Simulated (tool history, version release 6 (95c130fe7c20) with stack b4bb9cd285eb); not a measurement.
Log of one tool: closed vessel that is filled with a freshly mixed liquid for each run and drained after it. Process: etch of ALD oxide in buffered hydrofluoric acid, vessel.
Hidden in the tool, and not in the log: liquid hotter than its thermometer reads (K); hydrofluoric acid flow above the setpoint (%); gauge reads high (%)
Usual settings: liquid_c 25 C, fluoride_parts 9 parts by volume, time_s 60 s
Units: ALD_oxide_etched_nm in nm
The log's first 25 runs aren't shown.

run	hour	liquid_c	fluoride_parts	time_s	wafers since the last listed run	hours since the thermometer was replaced	hours since the hydrofluoric acid flow meter was replaced	hours since the gauge calibration	read-back film thickness of the ALD oxide reference wafer, read on the same gauge (nm)	ALD_oxide_etched_nm
26	312.3	25	7	50	745	164.4	250.8	127.9	110.01	155.65
27	322.3	25	9	60	993	174.4	260.8	137.9	110	143.02
28	340	28	9	40	1759	192.1	278.5	155.6	110	111.76
29	349.2	25	9	60	914	201.3	287.7	164.8	110	142.65
30	358.6	25	9	60	934	210.7	297.1	174.2	110.01	141.94
31	375.1	23	7	60	1639	227.2	313.6	190.7	110.01	167.78
32	382.2	28	6	30	705	234.3	320.7	197.8	109.98	126.14
33	397.3	25	9	60	1500	249.4	335.8	212.9	110.02	142.52

5 ways to go on from here, each from the tool as it stands after run 33. What would each give?
A	398	25	6.5	60	69	250.1	336.5	213.6	?	?
B	398	21.5	11.5	60	69	250.1	336.5	213.6	?	?
C	398	25	7.5	60	69	250.1	336.5	213.6	?	?
D	398	23	9	80	69	250.1	336.5	213.6	?	?
E	398	20.5	9	60	69	250.1	336.5	213.6	?	?

run	read-back film thickness of the ALD oxide reference wafer, read on the same gauge (nm)	ALD_oxide_etched_nm
A	109.99	200.4
B	109.99	96.59
C	109.99	174.45
D	109.99	171.26
E	109.99	111.9
Without the tool's hidden state the same runs would have given:
run	ALD_oxide_etched_nm
A	195.38
B	94.11
C	170.07
D	166.9
E	109.01

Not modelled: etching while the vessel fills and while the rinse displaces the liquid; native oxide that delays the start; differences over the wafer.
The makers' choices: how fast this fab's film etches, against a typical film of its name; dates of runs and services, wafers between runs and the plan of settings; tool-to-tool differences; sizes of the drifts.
